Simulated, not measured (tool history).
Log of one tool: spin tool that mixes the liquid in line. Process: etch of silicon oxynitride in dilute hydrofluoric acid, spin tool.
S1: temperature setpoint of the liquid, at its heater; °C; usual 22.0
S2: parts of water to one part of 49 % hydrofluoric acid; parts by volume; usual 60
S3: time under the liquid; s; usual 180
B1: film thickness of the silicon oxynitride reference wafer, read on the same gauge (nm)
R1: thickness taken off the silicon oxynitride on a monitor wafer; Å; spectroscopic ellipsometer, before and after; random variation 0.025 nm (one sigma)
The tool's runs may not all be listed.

{"run": 1, "day": 0.0, "S1": 22.0, "S2": 60, "S3": 180, "B1": 79.99, "R1": 56.4}
{"run": 2, "day": 1.771, "S1": 22.0, "S2": 70, "S3": 180, "B1": 80.0, "R1": 47.9}
{"run": 3, "day": 4.162, "S1": 22.0, "S2": 70, "S3": 180, "B1": 80.01, "R1": 48.1}
{"run": 4, "day": 5.558, "S1": 22.0, "S2": 60, "S3": 180, "B1": 80.02, "R1": 56.4}
{"run": 5, "day": 7.379, "S1": 22.0, "S2": 60, "S3": 180, "B1": 80.02, "R1": 56.8}
{"run": 6, "day": 9.204, "S1": 22.0, "S2": 60, "S3": 180, "B1": 79.97, "R1": 56.0}
{"run": 7, "day": 11.942, "S1": 22.0, "S2": 60, "S3": 180, "B1": 80.01, "R1": 56.0}
{"run": 8, "day": 14.896, "S1": 22.0, "S2": 45, "S3": 105, "B1": 79.98, "R1": 44.1}
{"run": 9, "day": 20.212, "S1": 22.0, "S2": 45, "S3": 105, "B1": 79.96, "R1": 44.2}
{"day": 21.967, "done": "thermometer replaced"}
{"run": 10, "day": 23.1, "S1": 22.0, "S2": 45, "S3": 105, "B1": 80.0, "R1": 41.3}
{"day": 23.642, "done": "hydrofluoric acid flow meter replaced"}
{"run": 11, "day": 24.346, "S1": 22.0, "S2": 60, "S3": 180, "B1": 80.03, "R1": 55.5}
{"run": 12, "day": 27.754, "S1": 22.0, "S2": 60, "S3": 180, "B1": 80.01, "R1": 55.2}
{"run": 13, "day": 29.679, "S1": 22.0, "S2": 60, "S3": 180, "B1": 80.02, "R1": 55.2}
{"day": 31.092, "done": "gauge calibrated"}
{"run": 14, "day": 32.617, "S1": 22.0, "S2": 35, "S3": 180, "B1": 79.98, "R1": 96.8}
{"run": 15, "day": 34.654, "S1": 24.0, "S2": 60, "S3": 180, "B1": 80.02, "R1": 61.2}
{"run": 16, "day": 37.296, "S1": 17.5, "S2": 50, "S3": 215, "B1": 80.0, "R1": 63.9}
{"run": 17, "day": 39.438, "S1": 22.0, "S2": 75, "S3": 270, "B1": 80.02, "R1": 65.3}
{"run": 18, "day": 40.446, "S1": 22.0, "S2": 60, "S3": 180, "B1": 80.0, "R1": 55.2}
{"run": 19, "day": 47.717, "S1": 26.0, "S2": 60, "S3": 245, "B1": 80.04, "R1": 90.9}
{"run": 20, "day": 49.942, "S1": 26.0, "S2": 60, "S3": 245, "B1": 80.02, "R1": 91.0}
{"run": 21, "day": 58.192, "S1": 18.5, "S2": 60, "S3": 220, "B1": 80.03, "R1": 56.8}
{"run": 22, "day": 60.658, "S1": 20.5, "S2": 80, "S3": 135, "B1": 80.03, "R1": 28.3}
{"run": 23, "day": 61.758, "S1": 22.0, "S2": 60, "S3": 180, "B1": 80.02, "R1": 54.9}
{"run": 24, "day": 63.217, "S1": 22.0, "S2": 60, "S3": 115, "B1": 79.98, "R1": 35.0}
{"run": 25, "day": 64.388, "S1": 26.0, "S2": 60, "S3": 180, "B1": 80.01, "R1": 66.6}
{"run": 26, "day": 66.888, "S1": 22.0, "S2": 60, "S3": 180, "B1": 80.0, "R1": 54.9}
{"run": 27, "day": 69.442, "S1": 22.0, "S2": 60, "S3": 85, "B1": 80.01, "R1": 26.0}
{"run": 28, "day": 71.2, "S1": 17.5, "S2": 60, "S3": 180, "B1": 79.99, "R1": 43.9}

4 ways to go on from here, each from the tool as it stands after run 28. What would each give?
{"run": "A", "day": 71.221, "S1": 22.0, "S2": 60, "S3": 220, "B1": "?", "R1": "?"}
{"run": "B", "day": 71.221, "S1": 22.0, "S2": 75, "S3": 240, "B1": "?", "R1": "?"}
{"run": "C", "day": 71.221, "S1": 24.0, "S2": 70, "S3": 290, "B1": "?", "R1": "?"}
{"run": "D", "day": 71.221, "S1": 25.0, "S2": 80, "S3": 255, "B1": "?", "R1": "?"}

run=A B1=80.02 R1=67.1
run=B B1=80.02 R1=57.8
run=C B1=80.02 R1=82.7
run=D B1=80.02 R1=66.1
Without the tool's hidden state the same runs would have given:
run=A R1=67.8
run=B R1=58.5
run=C R1=83.8
run=D R1=67.1
